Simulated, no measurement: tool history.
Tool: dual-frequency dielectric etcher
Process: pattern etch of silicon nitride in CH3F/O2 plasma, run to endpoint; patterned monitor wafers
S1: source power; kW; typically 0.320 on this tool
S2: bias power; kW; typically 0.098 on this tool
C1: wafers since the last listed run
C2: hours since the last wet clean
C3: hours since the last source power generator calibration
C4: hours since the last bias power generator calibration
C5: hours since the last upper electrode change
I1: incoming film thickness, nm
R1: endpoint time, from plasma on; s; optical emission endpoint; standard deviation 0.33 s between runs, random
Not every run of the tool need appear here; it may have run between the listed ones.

run 1 hour=0.0 | S1=0.320 S2=0.108 | C1=0 C2=59.8 C3=2109.7 C4=3866.7 C5=5355.9 | I1=91.1 | R1=98.6
run 2 hour=38.9 | S1=0.320 S2=0.108 | C1=159 C2=98.7 C3=2148.6 C4=3905.6 C5=5394.8 | I1=91.6 | R1=99.3
run 3 hour=227.5 | S1=0.320 S2=0.108 | C1=775 C2=287.3 C3=2337.2 C4=4094.2 C5=5583.4 | I1=90.6 | R1=98.0
run 4 hour=274.1 | S1=0.340 S2=0.098 | C1=191 C2=333.9 C3=2383.8 C4=4140.8 C5=5630.0 | I1=90.4 | R1=99.0
run 5 hour=335.3 | S1=0.320 S2=0.103 | C1=251 C2=395.1 C3=2445.0 C4=4202.0 C5=5691.2 | I1=91.4 | R1=101.0
run 6 hour=409.1 | S1=0.320 S2=0.103 | C1=303 C2=468.9 C3=2518.8 C4=4275.8 C5=5765.0 | I1=90.7 | R1=99.5
-- hour=435.6 upper electrode replaced, of another model than before
-- hour=479.0 wet clean of the chamber
run 7 hour=492.4 | S1=0.320 S2=0.103 | C1=145 C2=13.4 C3=2602.1 C4=4359.1 C5=56.8 | I1=91.3 | R1=102.5
-- hour=522.3 source power generator calibrated
run 8 hour=536.0 | S1=0.290 S2=0.098 | C1=162 C2=57.0 C3=13.7 C4=4402.7 C5=100.4 | I1=91.6 | R1=107.9
run 9 hour=618.7 | S1=0.320 S2=0.098 | C1=339 C2=139.7 C3=96.4 C4=4485.4 C5=183.1 | I1=91.2 | R1=104.5
run 10 hour=713.8 | S1=0.320 S2=0.098 | C1=390 C2=234.8 C3=191.5 C4=4580.5 C5=278.2 | I1=90.9 | R1=103.4
-- hour=735.2 bias power generator calibrated
run 11 hour=758.5 | S1=0.370 S2=0.084 | C1=167 C2=279.5 C3=236.2 C4=23.3 C5=322.9 | I1=90.4 | R1=105.2
run 12 hour=798.8 | S1=0.290 S2=0.112 | C1=165 C2=319.8 C3=276.5 C4=63.6 C5=363.2 | I1=92.0 | R1=103.3
run 13 hour=862.7 | S1=0.390 S2=0.083 | C1=262 C2=383.7 C3=340.4 C4=127.5 C5=427.1 | I1=91.6 | R1=105.2
run 14 hour=967.9 | S1=0.320 S2=0.087 | C1=432 C2=488.9 C3=445.6 C4=232.7 C5=532.3 | I1=91.2 | R1=108.5
-- hour=1066.5 wet clean of the chamber
run 15 hour=1067.0 | S1=0.320 S2=0.098 | C1=308 C2=0.5 C3=544.7 C4=331.8 C5=631.4 | I1=91.5 | R1=104.8
run 16 hour=1147.3 | S1=0.270 S2=0.107 | C1=330 C2=80.8 C3=625.0 C4=412.1 C5=711.7 | I1=91.2 | R1=104.8
run 17 hour=1214.9 | S1=0.320 S2=0.098 | C1=277 C2=148.4 C3=692.6 C4=479.7 C5=779.3 | I1=90.1 | R1=103.2
run 18 hour=1287.6 | S1=0.270 S2=0.118 | C1=298 C2=221.1 C3=765.3 C4=552.4 C5=852.0 | I1=90.6 | R1=100.7
run 19 hour=1382.3 | S1=0.250 S2=0.098 | C1=389 C2=315.8 C3=860.0 C4=647.1 C5=946.7 | I1=90.5 | R1=109.3

How would selected steps in R1 from run to run divide? Give the signed amount a tool lacking its hidden state would still show from settings, what came in and random variation, and the signed amount left for the hidden state, including any gauge scatter that is not in both of the compared results.
Hidden state at play: etch rate over this chamber's usual, %; source power that arrives over what is set, %; bias power that arrives over what is set, %.
Run 7 -> 8: S1 0.320 -> 0.290, S2 0.103 -> 0.098, source power generator calibrated. R1 +5.4 s: hidden state +1.4, all else +4.0.
Run 18 -> 19: S1 0.270 -> 0.250, S2 0.118 -> 0.098. R1 +8.6 s: hidden state -0.1, all else +8.7.
